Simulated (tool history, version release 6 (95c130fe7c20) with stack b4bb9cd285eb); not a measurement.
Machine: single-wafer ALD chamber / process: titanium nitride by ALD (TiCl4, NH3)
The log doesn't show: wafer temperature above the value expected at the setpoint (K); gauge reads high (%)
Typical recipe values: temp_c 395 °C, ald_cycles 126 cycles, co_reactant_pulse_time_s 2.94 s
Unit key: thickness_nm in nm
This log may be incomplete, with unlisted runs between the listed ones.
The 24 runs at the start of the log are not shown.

run,hour,temp_c,ald_cycles,co_reactant_pulse_time_s,wafers since the last listed run,hours since the last thermocouple change,hours since the showerhead was replaced,hours since the gauge calibration,"read-back reference wafer on the same gauge, thickness_nm",thickness_nm
25,1932.3,390,126,2.94,89,980.1,4797.9,232.3,3.035,2.901
26,1991.5,403,142,2.08,68,1039.3,4857.1,291.5,3.038,3.289
27,2032.7,395,126,2.94,48,1080.5,4898.3,332.7,3.039,2.917
28,2101.8,403,102,3.73,80,1149.6,4967.4,401.8,3.042,2.379
29,2155.7,401,126,2.94,62,1203.5,5021.3,455.7,3.045,2.934
30,2263.5,395,136,3.46,125,1311.3,5129.1,563.5,3.049,3.161
31,2346.6,395,140,2.02,96,1394.4,5212.2,646.6,3.051,3.238
# hour 2413.4: thermocouple changed; heater temperature recalibrated
# hour 2439: showerhead replaced
32,2439.5,403,102,3.73,89,26.1,0.5,739.5,3.054,2.385
33,2496.7,395,126,2.94,66,83.3,57.7,796.7,3.056,2.933
34,2585.8,395,147,2.01,103,172.4,146.8,885.8,3.058,3.4
35,2652.9,395,109,2.94,78,239.5,213.9,952.9,3.06,2.535
36,2835.5,382,126,2.94,212,422.1,396.5,1135.5,3.066,2.92
37,2896.9,395,139,2.94,71,483.5,457.9,1196.9,3.066,3.243
38,2994.6,395,126,2.94,113,581.2,555.6,1294.6,3.066,2.946
39,3056.1,395,108,3.81,71,642.7,617.1,1356.1,3.066,2.528
40,3112.9,395,151,2.06,66,699.5,673.9,1412.9,3.068,3.508

Below are 4 alternative next runs, each starting from the tool's condition after run 40. Predict each:
A,3113.6,395,126,2.94,0,700.2,674.6,1413.6,?,?
B,3113.6,402,104,2.94,0,700.2,674.6,1413.6,?,?
C,3113.6,401,134,3.99,0,700.2,674.6,1413.6,?,?
D,3113.6,403,119,2.94,0,700.2,674.6,1413.6,?,?

run,"read-back reference wafer on the same gauge, thickness_nm",thickness_nm
A,3.068,2.932
B,3.068,2.429
C,3.068,3.145
D,3.068,2.779
Stripped of hidden state, with their random variation kept, the same runs would have yielded:
run,thickness_nm
A,2.896
B,2.399
C,3.106
D,2.745
